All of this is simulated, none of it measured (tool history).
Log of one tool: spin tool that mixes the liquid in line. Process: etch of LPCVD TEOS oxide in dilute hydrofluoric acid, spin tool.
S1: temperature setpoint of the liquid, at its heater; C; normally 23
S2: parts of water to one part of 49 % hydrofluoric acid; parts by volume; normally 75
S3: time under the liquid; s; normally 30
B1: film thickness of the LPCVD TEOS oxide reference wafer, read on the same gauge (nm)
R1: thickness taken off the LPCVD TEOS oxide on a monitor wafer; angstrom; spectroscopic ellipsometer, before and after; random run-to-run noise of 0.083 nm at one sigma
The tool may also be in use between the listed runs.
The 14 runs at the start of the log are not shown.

run	hour	S1	S2	S3	B1	R1
15	165	23	75	30	150	237.3
16	178.1	23	75	30	149.99	238.2
17	190.4	25	55	15	149.99	181.4
18	197.6	23	75	30	149.97	238
19	211.2	27	60	30	150.02	356
20	217.8	23	105	20	150	109.1
# hour 232: gauge calibrated
# hour 232.6: thermometer replaced
21	234.7	23	90	30	149.99	177.9
22	250.5	27	75	30	150	255.6
23	262	18	105	20	150.01	81.2
24	272.1	23	75	30	150	216.9
25	288	27.5	105	35	149.99	207.1
# hour 291.3: hydrofluoric acid flow meter replaced
26	327.1	18.5	75	35	150.01	211.2
27	344.8	23	75	30	150.01	216.3
28	366.4	23	105	30	150.01	150.5
29	384.1	26.5	75	30	149.98	252.6
30	396.3	19.5	105	20	149.98	86.7
31	409.2	23	75	20	150	145.8
32	425.2	23	45	30	150.02	375.7

5 ways to go on from here, each from the tool as it stands after run 32. What would each give?
A	425.6	23	75	50	?	?
B	425.6	19.5	65	30	?	?
C	425.6	18.5	75	20	?	?
D	425.6	23	75	35	?	?
E	425.6	23	60	30	?	?

run	B1	R1
A	150.01	364.4
B	150.01	220.9
C	150.01	121
D	150.01	255.1
E	150.01	278.6
Take away the tool's hidden state, keep each run's random variation, and the runs would have read:
run	R1
A	360.6
B	218.5
C	119.7
D	252.4
E	275.6
